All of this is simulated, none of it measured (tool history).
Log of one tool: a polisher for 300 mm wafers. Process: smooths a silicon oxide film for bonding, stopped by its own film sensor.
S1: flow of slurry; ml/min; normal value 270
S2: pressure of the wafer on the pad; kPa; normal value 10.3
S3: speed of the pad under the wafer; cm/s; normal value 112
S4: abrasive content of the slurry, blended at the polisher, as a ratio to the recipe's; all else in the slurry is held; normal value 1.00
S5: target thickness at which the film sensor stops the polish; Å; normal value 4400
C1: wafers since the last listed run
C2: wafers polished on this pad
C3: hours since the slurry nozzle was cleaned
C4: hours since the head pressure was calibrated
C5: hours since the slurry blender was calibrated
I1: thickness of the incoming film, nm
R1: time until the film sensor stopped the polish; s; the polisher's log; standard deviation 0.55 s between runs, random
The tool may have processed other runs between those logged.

run    hour   S1    S2   S3    S4    S5    C1    C2     C3     C4     C5     I1    R1
  1     0.0  270  10.3  112  1.00  4400     0  2348   41.8   92.3  544.2  488.5  93.2
       40.1  -- slurry blender recalibrated
  2    72.4  270  10.3  112  1.00  4400   473  2822  114.2  164.7   32.3  479.9  68.7
      165.5  -- worn pad replaced by a new one
  3   166.0  270  11.7  112  1.00  4400   603     3  207.8  258.3  125.9  488.3  73.7
  4   261.1  270  11.7  112  1.00  4400   640   643  302.9  353.4  221.0  478.5  59.6
  5   307.6  230  10.3  112  1.00  4400   313   956  349.4  399.9  267.5  474.7  64.5
      459.0  -- slurry nozzle cleaned
      500.9  -- head pressure recalibrated
  6   538.8  230  10.3  112  1.00  4400  1536  2492   79.8   37.9  498.7  474.6  65.7
  7   580.6  270  10.3  112  1.00  4400   281  2774  121.6   79.7  540.5  473.9  64.2
      608.6  -- slurry blender recalibrated
      644.2  -- worn pad replaced by a new one
  8   664.7  270  10.3  112  0.80  4330   525   137  205.7  163.8   56.1  481.8  93.9
  9   715.1  270  10.3  112  0.80  4330   339   477  256.1  214.2  106.5  479.4  90.9
 10   818.0  270  10.3  112  0.80  4330   692  1169  359.0  317.1  209.4  484.2  99.1
 11   924.1  270  10.3  100  1.20  4400   714  1884  465.1  423.2  315.5  486.2  86.0
      928.5  -- slurry nozzle cleaned
 12   971.7  270  10.3  100  1.20  4400   313  2197   43.2  470.8  363.1  480.7  76.4
 13  1066.4  270  10.3  100  1.20  4400   637  2835  137.9  565.5  457.8  474.7  65.6
     1102.2  -- head pressure recalibrated
     1111.4  -- slurry blender recalibrated
 14  1167.2  225  13.1  112  1.20  4540   651  3487  238.7   65.0   55.8  479.5  33.0
     1177.7  -- worn pad replaced by a new one
 15  1233.9  270  10.3  100  1.20  4400   422   378  305.4  131.7  122.5  488.4  85.0
 16  1312.6  270  10.3  112  0.85  4400   529   908  384.1  210.4  201.2  478.6  73.2
 17  1389.3  270  12.4  112  1.00  4270   516  1424  460.8  287.1  277.9  472.2  66.9
     1404.0  -- slurry nozzle cleaned
 18  1437.3  270  10.3  112  1.00  4400   316  1741   33.3  335.1  325.9  477.1  67.4
 19  1483.6  270  10.3  112  0.85  4400   311  2052   79.6  381.4  372.2  481.6  81.4
 20  1547.8  190   9.7   86  1.30  4400   432  2485  143.8  445.6  436.4  477.5  87.2
     1557.3  -- head pressure recalibrated
 21  1629.8  270  10.3  112  1.00  4400   538  3023  225.8   72.5  518.4  473.0  62.6
     1668.3  -- slurry blender recalibrated
 22  1703.7  205  10.3  112  1.00  4400   484  3507  299.7  146.4   35.4  476.8  65.9
 23  1751.5  270  10.3  100  1.20  4400   321  3829  347.5  194.2   83.2  476.3  63.6
     1775.9  -- worn pad replaced by a new one
 24  1816.1  270  10.3  112  1.00  4460   407   270  412.1  258.8  147.8  475.1  50.6
 25  1892.0  180  10.3  112  1.00  4400   510   781  488.0  334.7  223.7  476.9  69.9
     1910.2  -- slurry nozzle cleaned
 26  1974.5  180  13.1  112  1.00  4350   548  1330   64.3  417.2  306.2  478.4  65.7
     2030.5  -- head pressure recalibrated
 27  2068.1  195  10.3  112  1.10  4490   616  1946  157.9   37.6  399.8  478.1  54.1
     2164.9  -- slurry blender recalibrated
 28  2168.5  270  13.1  112  1.00  4400   662  2609  258.3  138.0    3.6  485.2  61.0
 29  2256.3  270  13.1   82  1.00  4400   591  3200  346.1  225.8   91.4  478.1  67.5
     2277.2  -- worn pad replaced by a new one
 30  2340.2  270  10.3  112  1.00  4400   537   423  430.0  309.7  175.3  477.5  66.7

Give the tool's hidden conditions for every run:
removal rate lost through wear of the pad, %: 0 at every run
slurry flow missing at the pad, %: 0 at every run
deviation of the head's pressure from its setpoint, %: 0 at every run
H1: abrasive missing from the slurry, %
run    H1
  1    24
  2     3
  3  6.61
  4  10.3
  5  12.1
  6    21
  7  22.6
  8  4.62
  9  6.57
 10  10.5
 11  14.6
 12  16.5
 13  20.1
 14   3.7
 15  6.27
 16   9.3
 17  12.3
 18  14.1
 19  15.9
 20  18.4
 21  21.5
 22  2.35
 23   4.2
 24  6.69
 25  9.61
 26  12.8
 27  16.4
 28  1.99
 29  5.37
 30  8.61
